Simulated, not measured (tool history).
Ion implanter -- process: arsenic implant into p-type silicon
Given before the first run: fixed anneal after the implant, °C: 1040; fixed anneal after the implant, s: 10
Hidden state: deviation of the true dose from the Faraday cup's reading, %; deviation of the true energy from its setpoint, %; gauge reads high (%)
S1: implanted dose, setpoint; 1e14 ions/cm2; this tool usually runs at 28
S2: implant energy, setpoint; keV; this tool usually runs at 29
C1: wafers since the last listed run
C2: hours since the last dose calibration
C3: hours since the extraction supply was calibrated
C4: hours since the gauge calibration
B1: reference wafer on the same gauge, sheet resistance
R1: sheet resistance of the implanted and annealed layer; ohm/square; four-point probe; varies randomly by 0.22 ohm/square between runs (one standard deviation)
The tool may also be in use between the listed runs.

Run 1, day 0: usual settings; C1 0; C2 792.1; C3 2438.7; C4 781.1; B1 88.28. Result: R1 76.77 ohm/square.
Run 2, day 2.3: usual settings; C1 1485; C2 847.3; C3 2493.9; C4 836.3; B1 88.35. Result: R1 76.24 ohm/square.
Run 3, day 5.029: usual settings; C1 1762; C2 912.8; C3 2559.4; C4 901.8; B1 88.21. Result: R1 76.25 ohm/square.
Run 4, day 7.471: usual settings; C1 1576; C2 971.4; C3 2618; C4 960.4; B1 88.4. Result: R1 76.61 ohm/square.
Run 5, day 9.475: usual settings; C1 1294; C2 1019.5; C3 2666.1; C4 1008.5; B1 88.19. Result: R1 76.38 ohm/square.
Run 6, day 12.188: usual settings; C1 1751; C2 1084.6; C3 2731.2; C4 1073.6; B1 88.35. Result: R1 76.85 ohm/square.
Run 7, day 15.046: usual settings but S1 23.54 1e14 ions/cm2, S2 22 keV; C1 1845; C2 1153.2; C3 2799.8; C4 1142.2; B1 88.33. Result: R1 88.24 ohm/square.
Run 8, day 17.321: usual settings but S1 23.54 1e14 ions/cm2, S2 22 keV; C1 1468; C2 1207.8; C3 2854.4; C4 1196.8; B1 88.23. Result: R1 88.33 ohm/square.
Run 9, day 19.625: usual settings; C1 1487; C2 1263.1; C3 2909.7; C4 1252.1; B1 88.28. Result: R1 76.6 ohm/square.
Run 10, day 21.271: usual settings; C1 1062; C2 1302.6; C3 2949.2; C4 1291.6; B1 88.23. Result: R1 76.5 ohm/square.
Run 11, day 29.492: usual settings but S2 22 keV; C1 5307; C2 1499.9; C3 3146.5; C4 1488.9; B1 88.26. Result: R1 85.39 ohm/square.
Run 12, day 30.6: usual settings but S2 22 keV; C1 715; C2 1526.5; C3 3173.1; C4 1515.5; B1 88.32. Result: R1 85.07 ohm/square.
Run 13, day 32.733: usual settings but S2 32 keV; C1 1377; C2 1577.7; C3 3224.3; C4 1566.7; B1 88.33. Result: R1 73.62 ohm/square.
At day 35.342: Faraday cup replaced and dose calibrated.
Run 14, day 35.512: usual settings; C1 1579; C2 4.1; C3 3291; C4 1633.4; B1 88.36. Result: R1 76.45 ohm/square.
At day 36.908: extraction supply calibrated.
Run 15, day 37.958: usual settings; C1 1363; C2 62.8; C3 25.2; C4 1692.1; B1 88.26. Result: R1 76.47 ohm/square.
Run 16, day 40.538: usual settings; C1 1665; C2 124.7; C3 87.1; C4 1754; B1 88.26. Result: R1 76.46 ohm/square.
Run 17, day 42.012: usual settings but S1 32.51 1e14 ions/cm2; C1 952; C2 160.1; C3 122.5; C4 1789.4; B1 88.41. Result: R1 74.39 ohm/square.
Run 18, day 44.517: usual settings; C1 1616; C2 220.2; C3 182.6; C4 1849.5; B1 88.23. Result: R1 76.5 ohm/square.
Run 19, day 46.517: usual settings but S1 23.36 1e14 ions/cm2, S2 37 keV; C1 1291; C2 268.2; C3 230.6; C4 1897.5; B1 88.42. Result: R1 72.16 ohm/square.
Run 20, day 47.533: usual settings; C1 656; C2 292.6; C3 255; C4 1921.9; B1 88.27. Result: R1 76.46 ohm/square.
At day 48.862: gauge calibrated.
Run 21, day 51.304: usual settings; C1 2434; C2 383.1; C3 345.5; C4 58.6; B1 88.23. Result: R1 76.38 ohm/square.
Run 22, day 53.458: usual settings but S1 24.04 1e14 ions/cm2, S2 24 keV; C1 1390; C2 434.8; C3 397.2; C4 110.3; B1 88.4. Result: R1 84.87 ohm/square.
Run 23, day 54.962: usual settings but S1 23.36 1e14 ions/cm2, S2 37 keV; C1 971; C2 470.9; C3 433.3; C4 146.4; B1 88.35. Result: R1 72.08 ohm/square.
Run 24, day 56.4: usual settings but S1 30.13 1e14 ions/cm2, S2 20 keV; C1 928; C2 505.4; C3 467.8; C4 180.9; B1 88.35. Result: R1 87.59 ohm/square.
Run 25, day 58.329: usual settings but S1 24.97 1e14 ions/cm2, S2 20.5 keV; C1 1245; C2 551.7; C3 514.1; C4 227.2; B1 88.3. Result: R1 88.64 ohm/square.
Run 26, day 59.367: usual settings but S1 35.75 1e14 ions/cm2, S2 24 keV; C1 669; C2 576.6; C3 539; C4 252.1; B1 88.36. Result: R1 79.36 ohm/square.
Run 27, day 61.096: usual settings but S1 34.58 1e14 ions/cm2, S2 37 keV; C1 1116; C2 618.1; C3 580.5; C4 293.6; B1 88.25. Result: R1 66.15 ohm/square.
Run 28, day 62.854: usual settings but S1 24.94 1e14 ions/cm2, S2 23 keV; C1 1135; C2 660.3; C3 622.7; C4 335.8; B1 88.34. Result: R1 85.76 ohm/square.
Run 29, day 65.283: usual settings but S1 20.13 1e14 ions/cm2, S2 37 keV; C1 1568; C2 718.6; C3 681; C4 394.1; B1 88.31. Result: R1 75.64 ohm/square.
Run 30, day 66.671: usual settings but S1 31.14 1e14 ions/cm2, S2 21 keV; C1 895; C2 751.9; C3 714.3; C4 427.4; B1 88.31. Result: R1 85.24 ohm/square.
Run 31, day 72.792: usual settings but S1 35.52 1e14 ions/cm2; C1 3952; C2 898.8; C3 861.2; C4 574.3; B1 88.31. Result: R1 73.77 ohm/square.
Run 32, day 75.442: usual settings but S1 22.88 1e14 ions/cm2; C1 1711; C2 962.4; C3 924.8; C4 637.9; B1 88.25. Result: R1 79.7 ohm/square.
Run 33, day 77.992: usual settings but S1 23.54 1e14 ions/cm2, S2 22 keV; C1 1646; C2 1023.6; C3 986; C4 699.1; B1 88.3. Result: R1 88.52 ohm/square.
Run 34, day 80.904: usual settings but S1 23.93 1e14 ions/cm2, S2 20 keV; C1 1880; C2 1093.5; C3 1055.9; C4 769; B1 88.27. Result: R1 90.69 ohm/square.
Run 35, day 86.383: usual settings but S1 20.83 1e14 ions/cm2, S2 32 keV; C1 3537; C2 1225; C3 1187.4; C4 900.5; B1 88.15. Result: R1 79.08 ohm/square.

Run-by-run hidden state of the tool:
deviation of the true dose from the Faraday cup's reading, %: 0 across all the runs
deviation of the true energy from its setpoint, %: 0 across all the runs
gauge reads high (%): 0 across all the runs

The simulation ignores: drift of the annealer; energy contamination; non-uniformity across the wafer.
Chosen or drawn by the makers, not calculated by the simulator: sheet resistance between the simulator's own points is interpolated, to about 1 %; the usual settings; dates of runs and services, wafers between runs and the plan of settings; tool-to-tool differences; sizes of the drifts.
